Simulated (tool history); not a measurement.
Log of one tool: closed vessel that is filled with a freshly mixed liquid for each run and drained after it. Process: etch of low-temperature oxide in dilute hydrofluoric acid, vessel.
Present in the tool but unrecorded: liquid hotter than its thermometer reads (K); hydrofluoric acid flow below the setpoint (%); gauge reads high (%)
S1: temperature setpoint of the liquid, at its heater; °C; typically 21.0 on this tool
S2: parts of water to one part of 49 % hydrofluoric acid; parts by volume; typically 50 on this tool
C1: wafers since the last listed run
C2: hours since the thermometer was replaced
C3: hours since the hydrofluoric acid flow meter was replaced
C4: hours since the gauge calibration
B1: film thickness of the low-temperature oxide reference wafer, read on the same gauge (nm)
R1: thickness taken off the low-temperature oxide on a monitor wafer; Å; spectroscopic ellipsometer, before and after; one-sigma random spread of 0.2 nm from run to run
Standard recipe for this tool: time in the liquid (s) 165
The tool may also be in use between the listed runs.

Run 1, hour 0.0: usual settings; C1 0; C2 1016.1; C3 2049.0; C4 87.0; B1 50.01. Result: R1 294.0 Å.
Run 2, hour 7.5: usual settings; C1 844; C2 1023.6; C3 2056.5; C4 94.5; B1 49.97. Result: R1 294.8 Å.
Run 3, hour 24.3: usual settings; C1 1890; C2 1040.4; C3 2073.3; C4 111.3; B1 50.00. Result: R1 293.9 Å.
Run 4, hour 42.2: usual settings but S1 22.0 °C, time in the liquid (s) 205; C1 2014; C2 1058.3; C3 2091.2; C4 129.2; B1 50.02. Result: R1 380.5 Å.
Run 5, hour 59.9: usual settings but time in the liquid (s) 240; C1 1992; C2 1076.0; C3 2108.9; C4 146.9; B1 50.01. Result: R1 425.6 Å.
Run 6, hour 112.0: usual settings but S1 24.5 °C; C1 5863; C2 1128.1; C3 2161.0; C4 199.0; B1 50.01. Result: R1 337.7 Å.
Run 7, hour 126.8: usual settings but S1 17.5 °C, S2 65 parts by volume; C1 1665; C2 1142.9; C3 2175.8; C4 213.8; B1 49.99. Result: R1 187.4 Å.
Run 8, hour 141.4: usual settings but S1 17.5 °C, S2 65 parts by volume; C1 1643; C2 1157.5; C3 2190.4; C4 228.4; B1 50.00. Result: R1 190.7 Å.
Run 9, hour 154.6: usual settings but S1 17.5 °C, S2 65 parts by volume; C1 1485; C2 1170.7; C3 2203.6; C4 241.6; B1 49.99. Result: R1 189.6 Å.
At hour 162.2: gauge calibrated.
Run 10, hour 163.8: usual settings; C1 1035; C2 1179.9; C3 2212.8; C4 1.6; B1 50.02. Result: R1 291.2 Å.
Run 11, hour 169.9: usual settings; C1 686; C2 1186.0; C3 2218.9; C4 7.7; B1 50.01. Result: R1 289.5 Å.
Run 12, hour 180.9: usual settings; C1 1237; C2 1197.0; C3 2229.9; C4 18.7; B1 50.01. Result: R1 285.4 Å.
Run 13, hour 189.6: usual settings; C1 979; C2 1205.7; C3 2238.6; C4 27.4; B1 50.02. Result: R1 286.9 Å.
Run 14, hour 204.2: usual settings but S2 70 parts by volume, time in the liquid (s) 260; C1 1643; C2 1220.3; C3 2253.2; C4 42.0; B1 49.99. Result: R1 321.1 Å.
Run 15, hour 216.4: usual settings; C1 1373; C2 1232.5; C3 2265.4; C4 54.2; B1 49.98. Result: R1 287.4 Å.
Run 16, hour 229.1: usual settings; C1 1429; C2 1245.2; C3 2278.1; C4 66.9; B1 49.99. Result: R1 288.7 Å.
Run 17, hour 239.1: usual settings but S2 65 parts by volume; C1 1125; C2 1255.2; C3 2288.1; C4 76.9; B1 49.99. Result: R1 215.7 Å.
Run 18, hour 245.3: usual settings but S1 18.0 °C, S2 60 parts by volume, time in the liquid (s) 245; C1 697; C2 1261.4; C3 2294.3; C4 83.1; B1 50.00. Result: R1 311.6 Å.
Run 19, hour 252.6: usual settings but S1 19.5 °C, S2 70 parts by volume, time in the liquid (s) 90; C1 821; C2 1268.7; C3 2301.6; C4 90.4; B1 49.98. Result: R1 102.2 Å.
At hour 263.1: thermometer replaced.
At hour 265.1: hydrofluoric acid flow meter replaced.
Run 20, hour 270.1: usual settings; C1 1744; C2 7.0; C3 5.0; C4 107.9; B1 49.96. Result: R1 330.8 Å.
Run 21, hour 283.9: usual settings but S2 30 parts by volume; C1 1553; C2 20.8; C3 18.8; C4 121.7; B1 49.99. Result: R1 569.3 Å.
Run 22, hour 295.2: usual settings but S1 22.5 °C; C1 1271; C2 32.1; C3 30.1; C4 133.0; B1 50.00. Result: R1 348.2 Å.
Run 23, hour 313.1: usual settings but S1 19.5 °C, time in the liquid (s) 205; C1 2014; C2 50.0; C3 48.0; C4 150.9; B1 50.01. Result: R1 381.8 Å.
Run 24, hour 322.8: usual settings but S1 23.5 °C, S2 55 parts by volume, time in the liquid (s) 245; C1 1091; C2 59.7; C3 57.7; C4 160.6; B1 50.03. Result: R1 488.5 Å.
Run 25, hour 339.6: usual settings but S2 25 parts by volume; C1 1890; C2 76.5; C3 74.5; C4 177.4; B1 49.98. Result: R1 670.2 Å.
Run 26, hour 347.3: usual settings but S1 24.5 °C, S2 65 parts by volume, time in the liquid (s) 265; C1 866; C2 84.2; C3 82.2; C4 185.1; B1 49.99. Result: R1 463.3 Å.
Run 27, hour 357.2: usual settings but S1 25.0 °C, S2 40 parts by volume, time in the liquid (s) 235; C1 1114; C2 94.1; C3 92.1; C4 195.0; B1 50.03. Result: R1 700.2 Å.

Some steps in R1, run to run, broken into two amounts with sign: the step expected even without the hidden condition (settings, incoming material, random variation), and the rest, left for the hidden condition together with whatever gauge scatter is not in both the measured and the hidden-condition-free result:
Run 6 -> 7: S1 24.5 -> 17.5, S2 50 -> 65. R1 -150.3 Å: hidden state +21.2, all else -171.5.
Run 18 -> 19: S1 18.0 -> 19.5, S2 60 -> 70, time in the liquid (s) 245 -> 90. R1 -209.4 Å: hidden state +31.6, all else -241.0.
Run 20 -> 21: S2 50 -> 30. R1 +238.5 Å: hidden state -2.3, all else +240.8.
Run 26 -> 27: S1 24.5 -> 25.0, S2 65 -> 40, time in the liquid (s) 265 -> 235. R1 +236.9 Å: hidden state -3.2, all else +240.1.
